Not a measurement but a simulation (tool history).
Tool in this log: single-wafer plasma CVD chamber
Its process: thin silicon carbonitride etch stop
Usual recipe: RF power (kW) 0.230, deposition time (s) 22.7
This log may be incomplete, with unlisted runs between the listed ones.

run,hour,RF power (kW),deposition time (s),"read-back reference wafer on the same gauge, thickness_nm",mean film thickness on the monitor wafer (nm)
1,0.0,0.230,22.7,16.691,14.126
2,42.7,0.230,25.7,16.694,15.923
3,121.9,0.230,25.7,16.706,15.859
4,223.1,0.255,26.2,16.702,16.806
5,322.4,0.255,26.2,16.704,16.882
6,359.4,0.255,26.2,16.709,16.720
7,446.4,0.230,22.7,16.704,13.948
# hour 459.8: gauge calibrated
8,520.4,0.230,22.7,16.702,13.922
9,595.6,0.260,26.3,16.701,16.976
# hour 640.5: thermocouple changed; heater temperature recalibrated
# hour 648.4: showerhead replaced
10,648.9,0.260,26.3,16.689,16.873
11,718.3,0.260,26.3,16.693,16.907
12,781.1,0.230,22.7,16.704,13.929
13,841.1,0.270,25.3,16.703,16.448
14,909.7,0.200,26.8,16.702,15.569
# hour 946.8: RF generator calibrated
15,996.7,0.230,22.7,16.694,13.705
16,1092.4,0.270,27.0,16.696,17.325
# hour 1178.6: RF generator calibrated, repeated, since the last time left the tool worse
17,1181.7,0.200,26.8,16.718,15.968
# hour 1391.0: gauge calibrated
18,1448.6,0.230,25.0,16.686,15.643
19,1511.4,0.260,26.3,16.706,17.251
20,1606.2,0.210,22.7,16.704,13.762
21,1699.4,0.275,22.7,16.700,15.189
22,1746.3,0.230,26.4,16.706,16.465

Consider 3 possible next runs. They are alternatives, not a sequence: every one starts from the tool as it was left by run 22. What does each give?
A,1746.7,0.230,22.7,?,?
B,1746.7,0.230,20.3,?,?
C,1746.7,0.265,25.7,?,?

run,"read-back reference wafer on the same gauge, thickness_nm",mean film thickness on the monitor wafer (nm)
A,16.719,14.137
B,16.719,12.642
C,16.719,16.876
With no hidden state in the tool, these same runs would have given:
run,mean film thickness on the monitor wafer (nm)
A,14.250
B,12.743
C,17.011

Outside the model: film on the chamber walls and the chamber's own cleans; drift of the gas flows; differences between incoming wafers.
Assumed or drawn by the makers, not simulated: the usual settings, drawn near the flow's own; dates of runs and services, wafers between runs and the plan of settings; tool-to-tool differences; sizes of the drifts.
